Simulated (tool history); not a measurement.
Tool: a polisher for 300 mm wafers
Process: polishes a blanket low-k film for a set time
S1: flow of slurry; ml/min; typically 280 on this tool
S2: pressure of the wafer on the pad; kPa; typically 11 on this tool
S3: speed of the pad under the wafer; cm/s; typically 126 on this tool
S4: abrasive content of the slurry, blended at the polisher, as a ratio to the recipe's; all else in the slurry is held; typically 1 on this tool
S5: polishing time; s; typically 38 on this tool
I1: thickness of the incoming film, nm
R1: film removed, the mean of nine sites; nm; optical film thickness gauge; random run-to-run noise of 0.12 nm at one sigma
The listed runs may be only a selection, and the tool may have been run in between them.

| run | day | S1 | S2 | S3 | S4 | S5 | I1 | R1 |
|---|---|---|---|---|---|---|---|---|
| 1 | 0 | 280 | 11 | 126 | 1 | 38 | 685.9 | 12.3 |
|  | 0.962 | head pressure recalibrated |
| 2 | 2.867 | 280 | 11 | 126 | 1 | 38 | 676.1 | 12.2 |
|  | 3.979 | conditioning disc replaced and pad reconditioned |
|  | 6.208 | worn pad replaced by a new one |
| 3 | 6.229 | 280 | 11 | 126 | 1 | 38 | 677.2 | 12.1 |
| 4 | 8.379 | 280 | 11 | 126 | 1 | 38 | 688.5 | 12.3 |
|  | 8.983 | slurry nozzle cleaned |
|  | 11.7 | slurry blender recalibrated |
|  | 13.475 | conditioning disc replaced and pad reconditioned |
|  | 17.138 | worn pad replaced by a new one |
| 5 | 18.1 | 280 | 11 | 126 | 1 | 38 | 674.8 | 12.3 |
| 6 | 20.404 | 280 | 9 | 126 | 1 | 38 | 683.6 | 10 |
| 7 | 24.267 | 205 | 11 | 126 | 1.25 | 38 | 674.5 | 12.7 |
|  | 24.35 | slurry blender recalibrated |
|  | 24.417 | conditioning disc replaced and pad reconditioned |
|  | 26.854 | worn pad replaced by a new one |
|  | 27.667 | slurry nozzle cleaned |
|  | 27.867 | head pressure recalibrated |
| 8 | 28.696 | 280 | 11 | 126 | 1 | 38 | 683 | 12.8 |
| 9 | 32.921 | 280 | 11 | 126 | 1.2 | 38 | 666.3 | 13.5 |

What does the tool deliver on the next run?
|  | 33.196 | conditioning disc replaced and pad reconditioned |
|  | 36.483 | slurry blender recalibrated |
| 10 | 36.679 | 345 | 11 | 88 | 1.25 | 38 | 664.7 | ? |

For run 10 the tool returned R1 10.3 nm.
With no hidden state in the tool, this same run would have given R1 10.6 nm.

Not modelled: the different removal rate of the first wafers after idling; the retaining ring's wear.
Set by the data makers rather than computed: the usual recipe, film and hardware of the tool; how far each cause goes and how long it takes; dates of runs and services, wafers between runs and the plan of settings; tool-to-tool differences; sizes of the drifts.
